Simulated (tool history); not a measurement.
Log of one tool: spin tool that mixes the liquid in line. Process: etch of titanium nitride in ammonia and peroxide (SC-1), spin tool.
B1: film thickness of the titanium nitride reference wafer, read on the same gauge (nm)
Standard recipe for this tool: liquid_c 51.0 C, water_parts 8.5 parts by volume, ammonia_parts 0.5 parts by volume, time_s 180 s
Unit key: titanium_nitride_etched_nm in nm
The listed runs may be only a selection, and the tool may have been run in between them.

Run 1, day 0.000: usual settings but water_parts 11.0 parts by volume; B1 150.02. Result: titanium_nitride_etched_nm 6.35 nm.
Run 2, day 2.475: usual settings but water_parts 11.0 parts by volume; B1 149.97. Result: titanium_nitride_etched_nm 6.32 nm.
Run 3, day 4.438: usual settings but water_parts 10.5 parts by volume, time_s 260 s; B1 149.98. Result: titanium_nitride_etched_nm 9.39 nm.
Run 4, day 7.050: usual settings but water_parts 10.5 parts by volume, time_s 260 s; B1 149.98. Result: titanium_nitride_etched_nm 9.26 nm.
Run 5, day 9.404: usual settings but water_parts 10.5 parts by volume, time_s 260 s; B1 149.98. Result: titanium_nitride_etched_nm 9.38 nm.
Run 6, day 11.808: usual settings but liquid_c 43.5 C; B1 149.96. Result: titanium_nitride_etched_nm 4.24 nm.
Run 7, day 14.658: usual settings but liquid_c 43.5 C; B1 149.96. Result: titanium_nitride_etched_nm 4.22 nm.
Run 8, day 16.083: usual settings but liquid_c 43.5 C; B1 150.00. Result: titanium_nitride_etched_nm 4.22 nm.
Run 9, day 18.621: usual settings; B1 149.99. Result: titanium_nitride_etched_nm 7.20 nm.
At day 20.671: gauge calibrated.
Run 10, day 21.038: usual settings; B1 150.05. Result: titanium_nitride_etched_nm 7.18 nm.
Run 11, day 23.362: usual settings; B1 150.03. Result: titanium_nitride_etched_nm 7.16 nm.
Run 12, day 24.921: usual settings but liquid_c 59.0 C, time_s 150 s; B1 150.05. Result: titanium_nitride_etched_nm 10.24 nm.
Run 13, day 26.383: usual settings but liquid_c 43.5 C; B1 150.00. Result: titanium_nitride_etched_nm 4.24 nm.
At day 26.575: ammonia flow meter replaced.
At day 27.362: heated supply line repaired.
Run 14, day 28.558: usual settings but liquid_c 54.5 C, water_parts 5.0 parts by volume, time_s 130 s; B1 149.99. Result: titanium_nitride_etched_nm 8.48 nm.
Run 15, day 29.804: usual settings but water_parts 11.0 parts by volume; B1 150.00. Result: titanium_nitride_etched_nm 6.30 nm.
Run 16, day 32.646: usual settings but time_s 140 s; B1 149.99. Result: titanium_nitride_etched_nm 5.57 nm.
Run 17, day 33.812: usual settings but time_s 105 s; B1 150.04. Result: titanium_nitride_etched_nm 4.17 nm.
Run 18, day 36.183: usual settings but liquid_c 54.0 C, time_s 260 s; B1 150.03. Result: titanium_nitride_etched_nm 12.69 nm.
At day 37.750: new drum of ammonia solution connected.
Run 19, day 38.458: usual settings but water_parts 10.5 parts by volume, ammonia_parts 0.3 parts by volume, time_s 95 s; B1 150.02. Result: titanium_nitride_etched_nm 3.12 nm.
At day 40.054: thermometer replaced.
Run 20, day 47.042: usual settings; B1 149.99. Result: titanium_nitride_etched_nm 7.19 nm.
Run 21, day 48.729: usual settings; B1 149.97. Result: titanium_nitride_etched_nm 7.19 nm.
Run 22, day 49.733: usual settings but liquid_c 58.0 C, time_s 285 s; B1 149.97. Result: titanium_nitride_etched_nm 18.37 nm.
Run 23, day 52.592: usual settings but water_parts 11.5 parts by volume; B1 149.99. Result: titanium_nitride_etched_nm 6.19 nm.
Run 24, day 54.704: usual settings but liquid_c 48.5 C, water_parts 7.0 parts by volume, ammonia_parts 0.3 parts by volume, time_s 95 s; B1 150.01. Result: titanium_nitride_etched_nm 3.22 nm.
Run 25, day 57.171: usual settings but liquid_c 57.5 C, water_parts 5.5 parts by volume, ammonia_parts 0.3 parts by volume, time_s 245 s; B1 150.00. Result: titanium_nitride_etched_nm 17.48 nm.

Here are 3 independent what-if runs from the current tool condition. What would each one return?
Run A, day 57.192: usual settings but liquid_c 47.5 C; B1 ?. Result: titanium_nitride_etched_nm ?.
Run B, day 57.192: usual settings but liquid_c 47.0 C, time_s 145 s; B1 ?. Result: titanium_nitride_etched_nm ?.
Run C, day 57.192: usual settings but liquid_c 57.0 C, water_parts 7.0 parts by volume; B1 ?. Result: titanium_nitride_etched_nm ?.

run      B1  titanium_nitride_etched_nm
  A  150.01                        5.63
  B  150.01                        4.38
  C  150.01                       11.92
Had the tool no hidden state, the same runs would have come out as:
run  titanium_nitride_etched_nm
  A                        5.63
  B                        4.38
  C                       11.92

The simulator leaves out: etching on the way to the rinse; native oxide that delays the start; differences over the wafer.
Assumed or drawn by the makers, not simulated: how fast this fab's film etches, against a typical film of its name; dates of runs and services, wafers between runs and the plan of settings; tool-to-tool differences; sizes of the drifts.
